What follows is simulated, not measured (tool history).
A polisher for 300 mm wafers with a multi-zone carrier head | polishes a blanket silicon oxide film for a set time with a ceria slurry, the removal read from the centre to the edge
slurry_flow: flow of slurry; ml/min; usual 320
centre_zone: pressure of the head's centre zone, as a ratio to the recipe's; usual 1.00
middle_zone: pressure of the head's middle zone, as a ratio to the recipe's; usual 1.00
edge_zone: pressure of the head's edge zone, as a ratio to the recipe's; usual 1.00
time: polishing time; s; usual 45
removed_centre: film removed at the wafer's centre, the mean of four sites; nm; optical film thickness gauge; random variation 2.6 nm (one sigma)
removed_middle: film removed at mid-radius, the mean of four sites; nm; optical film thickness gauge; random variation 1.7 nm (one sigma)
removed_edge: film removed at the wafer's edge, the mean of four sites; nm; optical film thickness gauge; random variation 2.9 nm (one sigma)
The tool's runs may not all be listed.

| run | hour | slurry_flow | centre_zone | middle_zone | edge_zone | time | incoming thickness of the incoming film, nm | removed_centre | removed_middle | removed_edge |
|---|---|---|---|---|---|---|---|---|---|---|
| 1 | 0.0 | 320 | 1.00 | 1.00 | 1.00 | 45 | 1492.2 | 237.4 | 245.5 | 247.5 |
|  | 9.4 | edge zone pressure recalibrated |
|  | 38.0 | centre zone pressure recalibrated |
| 2 | 54.2 | 320 | 1.00 | 1.00 | 1.00 | 45 | 1499.1 | 228.4 | 239.1 | 239.6 |
| 3 | 95.6 | 320 | 0.96 | 1.03 | 1.00 | 45 | 1508.1 | 214.6 | 239.4 | 232.0 |
| 4 | 121.6 | 320 | 0.96 | 1.03 | 1.00 | 45 | 1487.3 | 210.7 | 235.5 | 232.3 |
|  | 146.0 | worn pad replaced by a new one |
| 5 | 174.6 | 320 | 1.00 | 1.00 | 1.00 | 45 | 1507.3 | 234.8 | 244.7 | 241.3 |
| 6 | 221.7 | 320 | 1.00 | 1.00 | 1.00 | 45 | 1533.7 | 226.5 | 234.8 | 236.4 |
| 7 | 258.9 | 320 | 1.00 | 1.00 | 1.00 | 45 | 1513.4 | 224.1 | 234.1 | 229.8 |
| 8 | 301.5 | 320 | 1.00 | 1.00 | 1.00 | 45 | 1497.1 | 214.9 | 225.1 | 223.4 |
|  | 308.1 | worn pad replaced by a new one |
| 9 | 357.6 | 320 | 1.00 | 1.00 | 1.00 | 54 | 1502.2 | 282.9 | 293.5 | 294.2 |
|  | 387.6 | centre zone pressure recalibrated |
| 10 | 391.5 | 320 | 1.00 | 1.00 | 1.00 | 45 | 1482.3 | 232.7 | 239.0 | 240.0 |
| 11 | 422.5 | 400 | 1.03 | 1.00 | 0.90 | 45 | 1515.2 | 235.1 | 239.5 | 226.7 |
|  | 452.3 | slurry nozzle cleaned |
| 12 | 461.9 | 320 | 1.00 | 1.00 | 1.00 | 45 | 1502.2 | 221.7 | 231.8 | 227.3 |
|  | 467.2 | worn pad replaced by a new one |
| 13 | 512.1 | 320 | 1.00 | 1.00 | 1.00 | 45 | 1500.4 | 236.3 | 246.3 | 238.3 |
| 14 | 541.7 | 320 | 0.92 | 1.10 | 0.89 | 33 | 1520.6 | 157.4 | 189.7 | 164.7 |
|  | 546.4 | edge zone pressure recalibrated |
|  | 556.9 | carrier head's membrane replaced by a new one |
| 15 | 584.6 | 365 | 1.00 | 1.08 | 1.00 | 45 | 1493.5 | 227.9 | 253.1 | 231.6 |
| 16 | 612.3 | 320 | 1.00 | 1.00 | 1.00 | 34 | 1515.0 | 167.6 | 174.7 | 173.7 |
|  | 640.7 | worn pad replaced by a new one |
| 17 | 662.5 | 320 | 1.00 | 1.00 | 1.00 | 45 | 1498.4 | 238.4 | 247.6 | 241.7 |
| 18 | 722.8 | 320 | 0.92 | 1.10 | 0.89 | 33 | 1485.9 | 154.2 | 186.9 | 164.1 |
| 19 | 751.2 | 320 | 0.89 | 1.00 | 1.00 | 45 | 1524.5 | 202.5 | 233.3 | 225.8 |
|  | 765.7 | centre zone pressure recalibrated |
| 20 | 785.0 | 320 | 1.00 | 1.09 | 1.00 | 45 | 1511.9 | 221.5 | 247.4 | 224.7 |

5 ways to go on from here, each from the tool as it stands after run 20. What would each give?
| A | 785.4 | 320 | 1.00 | 1.00 | 1.00 | 45 | 1529.3 | ? | ? | ? |
| B | 785.4 | 320 | 1.08 | 1.05 | 1.07 | 38 | 1529.3 | ? | ? | ? |
| C | 785.4 | 320 | 0.91 | 1.00 | 1.00 | 32 | 1529.3 | ? | ? | ? |
| D | 785.4 | 220 | 1.12 | 1.00 | 1.00 | 45 | 1529.3 | ? | ? | ? |
| E | 785.4 | 320 | 1.00 | 1.00 | 1.11 | 45 | 1529.3 | ? | ? | ? |

| run | removed_centre | removed_middle | removed_edge |
|---|---|---|---|
| A | 219.8 | 228.9 | 224.3 |
| B | 198.4 | 201.3 | 195.7 |
| C | 144.2 | 162.8 | 159.5 |
| D | 230.0 | 218.1 | 216.4 |
| E | 219.8 | 228.8 | 236.2 |
Without the tool's hidden state the same runs would have given:
| run | removed_centre | removed_middle | removed_edge |
|---|---|---|---|
| A | 242.9 | 252.9 | 247.8 |
| B | 219.3 | 222.5 | 216.2 |
| C | 159.4 | 179.9 | 176.2 |
| D | 254.2 | 241.0 | 239.1 |
| E | 242.9 | 252.8 | 261.0 |
